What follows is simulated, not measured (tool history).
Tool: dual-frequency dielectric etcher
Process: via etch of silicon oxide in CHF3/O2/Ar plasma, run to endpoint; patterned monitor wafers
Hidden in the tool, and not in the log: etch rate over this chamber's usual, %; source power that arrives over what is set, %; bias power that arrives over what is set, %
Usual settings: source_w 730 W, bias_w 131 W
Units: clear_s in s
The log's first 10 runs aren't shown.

run	hour	source_w	bias_w	wafers since the last listed run	hours since the last wet clean	hours since the last source power generator calibration	hours since the last bias power generator calibration	hours since the last upper electrode change	incoming incoming film thickness, nm	clear_s
11	103.9	730	131	36	389.4	3019.8	2337.2	3959	620	339.4
12	112.7	730	131	33	398.2	3028.6	2346	3967.8	621.2	341.5
# hour 146.7: upper electrode replaced
13	147.2	730	131	40	432.7	3063.1	2380.5	0.5	623.9	346.1
14	147.6	730	131	1	433.1	3063.5	2380.9	0.9	623.6	339.5
# hour 157.2: bias power generator calibrated
15	157.9	730	131	24	443.4	3073.8	0.7	11.2	626.9	339.7
# hour 183.3: wet clean of the chamber
16	183.8	730	131	7	0.5	3099.7	26.6	37.1	631.5	345.8
17	184.2	730	131	1	0.9	3100.1	27	37.5	626.7	338.7
18	191.6	870	98	28	8.3	3107.5	34.4	44.9	625.5	331.8
19	206.5	570	114	57	23.2	3122.4	49.3	59.8	622.6	400.1
20	215.4	650	112	34	32.1	3131.3	58.2	68.7	618.4	368.6
21	231	840	116	60	47.7	3146.9	73.8	84.3	625.2	325.4
22	241.1	730	131	38	57.8	3157	83.9	94.4	623.4	336.8
23	250	650	123	34	66.7	3165.9	92.8	103.3	625.8	363.5
# hour 256: source power generator calibrated
24	261.6	880	162	29	78.3	5.6	104.4	114.9	618.4	291.3
25	270.3	730	102	33	87	14.3	113.1	123.6	618	360.8
26	286.7	870	106	63	103.4	30.7	129.5	140	628.1	331.3
27	294.7	730	117	30	111.4	38.7	137.5	148	627.2	354.3
28	310	730	131	58	126.7	54	152.8	163.3	622.2	338.7
29	316.6	730	157	25	133.3	60.6	159.4	169.9	625.8	323.2
30	331	730	131	55	147.7	75	173.8	184.3	620.3	334.2
31	348.6	730	99	67	165.3	92.6	191.4	201.9	622	365.3
32	356.4	610	154	30	173.1	100.4	199.2	209.7	628	354.8
33	362.9	730	118	25	179.6	106.9	205.7	216.2	627.4	350.3
34	396.2	730	131	128	212.9	140.2	239	249.5	624.6	344.5

5 ways to go on from here, each from the tool as it stands after run 34. What would each give?
A	396.7	730	146	1	213.4	140.7	239.5	250	629.6	?
B	396.7	550	153	1	213.4	140.7	239.5	250	629.6	?
C	396.7	630	120	1	213.4	140.7	239.5	250	629.6	?
D	396.7	590	108	1	213.4	140.7	239.5	250	629.6	?
E	396.7	800	131	1	213.4	140.7	239.5	250	629.6	?

run	clear_s
A	332.4
B	378.8
C	377.7
D	401.9
E	327.6
Without the tool's hidden state the same runs would have given:
run	clear_s
A	332.4
B	378.8
C	377.7
D	401.9
E	327.6
